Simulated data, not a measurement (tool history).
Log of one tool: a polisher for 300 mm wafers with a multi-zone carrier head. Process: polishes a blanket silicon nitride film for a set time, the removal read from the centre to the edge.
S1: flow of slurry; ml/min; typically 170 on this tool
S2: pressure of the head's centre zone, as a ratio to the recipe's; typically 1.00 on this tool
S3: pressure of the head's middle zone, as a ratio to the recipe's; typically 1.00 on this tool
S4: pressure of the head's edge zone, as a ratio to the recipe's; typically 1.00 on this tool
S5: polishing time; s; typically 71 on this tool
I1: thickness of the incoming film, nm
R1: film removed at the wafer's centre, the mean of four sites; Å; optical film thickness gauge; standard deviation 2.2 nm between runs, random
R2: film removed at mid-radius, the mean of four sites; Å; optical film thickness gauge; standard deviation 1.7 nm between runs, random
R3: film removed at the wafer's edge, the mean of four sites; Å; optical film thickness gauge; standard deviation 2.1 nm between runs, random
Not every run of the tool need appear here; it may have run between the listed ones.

| run | hour | S1 | S2 | S3 | S4 | S5 | I1 | R1 | R2 | R3 |
|---|---|---|---|---|---|---|---|---|---|---|
| 1 | 0.0 | 170 | 1.00 | 1.00 | 1.08 | 71 | 483.0 | 1309 | 1327 | 1399 |
| 2 | 7.7 | 170 | 1.00 | 1.00 | 1.08 | 71 | 498.6 | 1332 | 1295 | 1374 |
| 3 | 17.9 | 170 | 1.00 | 1.00 | 1.00 | 59 | 487.6 | 1064 | 1057 | 1103 |
|  | 24.9 | worn pad replaced by a new one |
| 4 | 25.7 | 170 | 1.00 | 1.00 | 1.00 | 71 | 497.8 | 1479 | 1438 | 1439 |
| 5 | 36.4 | 170 | 1.00 | 1.00 | 1.00 | 71 | 494.7 | 1401 | 1417 | 1441 |
| 6 | 51.7 | 170 | 1.00 | 1.00 | 1.00 | 71 | 499.1 | 1378 | 1378 | 1389 |
| 7 | 58.7 | 170 | 1.00 | 1.00 | 1.00 | 71 | 494.9 | 1354 | 1401 | 1362 |
| 8 | 75.7 | 170 | 1.00 | 1.00 | 1.00 | 79 | 489.7 | 1468 | 1465 | 1502 |
|  | 82.7 | slurry nozzle cleaned |
| 9 | 93.5 | 120 | 1.00 | 0.93 | 1.00 | 71 | 496.0 | 1162 | 1119 | 1238 |
|  | 99.3 | carrier head's membrane replaced by a new one, of another model than before |
| 10 | 100.1 | 170 | 1.00 | 1.00 | 0.89 | 64 | 491.6 | 1162 | 1155 | 1142 |
| 11 | 112.2 | 170 | 1.00 | 1.00 | 0.91 | 71 | 491.7 | 1220 | 1239 | 1213 |
|  | 120.6 | worn pad replaced by a new one |
| 12 | 123.7 | 170 | 1.08 | 1.00 | 0.92 | 96 | 487.8 | 2228 | 1983 | 1940 |
| 13 | 135.9 | 200 | 0.90 | 1.10 | 1.05 | 71 | 496.7 | 1191 | 1603 | 1505 |
| 14 | 148.7 | 120 | 1.00 | 0.93 | 1.00 | 71 | 491.5 | 1261 | 1206 | 1329 |
|  | 150.9 | edge zone pressure recalibrated |
| 15 | 159.7 | 170 | 0.95 | 1.00 | 1.00 | 80 | 496.1 | 1417 | 1569 | 1601 |
|  | 194.5 | worn pad replaced by a new one |
| 16 | 199.9 | 170 | 1.00 | 1.00 | 1.00 | 71 | 491.4 | 1453 | 1458 | 1493 |
| 17 | 207.1 | 205 | 1.00 | 1.05 | 1.12 | 63 | 490.2 | 1321 | 1407 | 1372 |
| 18 | 214.1 | 170 | 0.89 | 1.00 | 1.00 | 71 | 489.7 | 1136 | 1429 | 1461 |
| 19 | 227.4 | 170 | 1.00 | 0.95 | 1.00 | 71 | 488.7 | 1411 | 1356 | 1452 |
| 20 | 233.9 | 170 | 1.00 | 1.00 | 1.00 | 71 | 486.0 | 1408 | 1401 | 1444 |
| 21 | 248.3 | 170 | 1.00 | 1.00 | 1.00 | 71 | 492.1 | 1355 | 1378 | 1405 |
| 22 | 262.4 | 170 | 1.05 | 1.00 | 1.00 | 80 | 493.0 | 1613 | 1504 | 1524 |

Run-by-run hidden state of the tool:
slurry flow missing at the pad, %: 0 at every run
deviation of the centre zone's pressure from its setpoint, %: 0 at every run
deviation of the edge zone's pressure from its setpoint, %: 0 at every run
H1: removal rate lost through wear of the pad, %
| run | H1 |
|---|---|
| 1 | 11.1 |
| 2 | 12.2 |
| 3 | 13.6 |
| 4 | 3.19 |
| 5 | 4.71 |
| 6 | 6.88 |
| 7 | 7.87 |
| 8 | 10.3 |
| 9 | 12.8 |
| 10 | 13.8 |
| 11 | 15.5 |
| 12 | 1.72 |
| 13 | 3.45 |
| 14 | 5.27 |
| 15 | 6.83 |
| 16 | 0.773 |
| 17 | 1.8 |
| 18 | 2.79 |
| 19 | 4.68 |
| 20 | 5.6 |
| 21 | 7.65 |
| 22 | 9.65 |

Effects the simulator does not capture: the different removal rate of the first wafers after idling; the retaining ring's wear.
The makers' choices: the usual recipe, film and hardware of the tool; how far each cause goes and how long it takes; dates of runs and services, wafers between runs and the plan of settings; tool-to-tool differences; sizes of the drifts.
